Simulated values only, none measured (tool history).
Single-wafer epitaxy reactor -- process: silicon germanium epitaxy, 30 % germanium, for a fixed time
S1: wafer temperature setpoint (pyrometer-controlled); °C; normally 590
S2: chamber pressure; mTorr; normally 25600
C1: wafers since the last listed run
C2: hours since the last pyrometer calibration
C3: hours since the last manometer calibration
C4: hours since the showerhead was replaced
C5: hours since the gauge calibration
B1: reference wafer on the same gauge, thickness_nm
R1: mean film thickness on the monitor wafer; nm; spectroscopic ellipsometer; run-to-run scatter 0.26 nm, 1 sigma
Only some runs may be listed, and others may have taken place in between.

run	hour	S1	S2	C1	C2	C3	C4	C5	B1	R1
1	0	590	27500	0	2226.2	2877.4	2849.8	456.7	59.768	58.522
2	20	585	25600	213	2246.2	2897.4	2869.8	476.7	59.671	50.803
3	53.6	585	25600	357	2279.8	2931	2903.4	510.3	59.752	51.207
4	80.5	597	25600	286	2306.7	2957.9	2930.3	537.2	59.668	65.742
5	114.1	590	30000	357	2340.3	2991.5	2963.9	570.8	59.794	61.086
6	139.7	590	30000	272	2365.9	3017.1	2989.5	596.4	59.694	61.245
7	164.5	590	30000	264	2390.7	3041.9	3014.3	621.2	59.554	60.497
8	193.7	590	28000	311	2419.9	3071.1	3043.5	650.4	59.745	58.901
9	206.9	590	28000	140	2433.1	3084.3	3056.7	663.6	59.729	58.713
10	223.6	590	28000	177	2449.8	3101	3073.4	680.3	59.72	58.52
11	253.1	590	25600	314	2479.3	3130.5	3102.9	709.8	59.659	56.381
12	268.2	590	25600	160	2494.4	3145.6	3118	724.9	59.627	57.008
# hour 274.6: gauge calibrated
13	303	590	23600	370	2529.2	3180.4	3152.8	28.4	59.73	54.458
14	332.2	590	23600	311	2558.4	3209.6	3182	57.6	59.634	54.452
15	344.3	590	25600	128	2570.5	3221.7	3194.1	69.7	59.682	57.353
# hour 354.6: pyrometer calibrated
16	377.3	590	25600	266	22.7	3254.7	3227.1	102.7	59.698	56.732
17	407.7	590	25600	323	53.1	3285.1	3257.5	133.1	59.753	56.697
18	441.2	576	19600	356	86.6	3318.6	3291	166.6	59.724	37.26
19	460.8	586	27600	208	106.2	3338.2	3310.6	186.2	59.775	53.752
20	478.1	602	21800	184	123.5	3355.5	3327.9	203.5	59.811	67.627
21	493	600	25600	158	138.4	3370.4	3342.8	218.4	59.753	69.977
# hour 521.1: capacitance manometer re-zeroed and calibrated
22	521.6	580	29600	219	167	0.5	3371.4	247	59.654	48.51
23	531.7	590	25600	107	177.1	10.6	3381.5	257.1	59.688	56.687
24	548.8	604	25600	182	194.2	27.7	3398.6	274.2	59.731	75.728
25	567.8	598	25600	202	213.2	46.7	3417.6	293.2	59.7	67.319
26	594.9	590	25600	288	240.3	73.8	3444.7	320.3	59.775	56.558
# hour 610.2: showerhead replaced
27	626.8	577	31100	254	272.2	105.7	16.6	352.2	59.608	46.435
28	641.2	598	27600	153	286.6	120.1	31	366.6	59.671	69.168
29	673	604	19600	338	318.4	151.9	62.8	398.4	59.696	66.995
30	699.9	604	28600	286	345.3	178.8	89.7	425.3	59.737	80.041
31	720.4	590	25600	218	365.8	199.3	110.2	445.8	59.651	56.774
32	744.8	577	21800	259	390.2	223.7	134.6	470.2	59.668	39.682
33	775.4	594	21800	326	420.8	254.3	165.2	500.8	59.559	57.788
34	795.4	603	23700	213	440.8	274.3	185.2	520.8	59.672	72.109

Consider 3 possible next runs. They are alternatives, not a sequence: every one starts from the tool as it was left by run 34. What does each give?
A	795.8	590	22800	4	441.2	274.7	185.6	521.2	?	?
B	795.8	590	29700	4	441.2	274.7	185.6	521.2	?	?
C	795.8	603	27600	4	441.2	274.7	185.6	521.2	?	?

run	B1	R1
A	59.689	53.865
B	59.689	60.632
C	59.689	77.069
With the hidden condition removed and each run's random variation left untouched, the same runs would have given:
run	R1
A	53.865
B	60.632
C	77.069
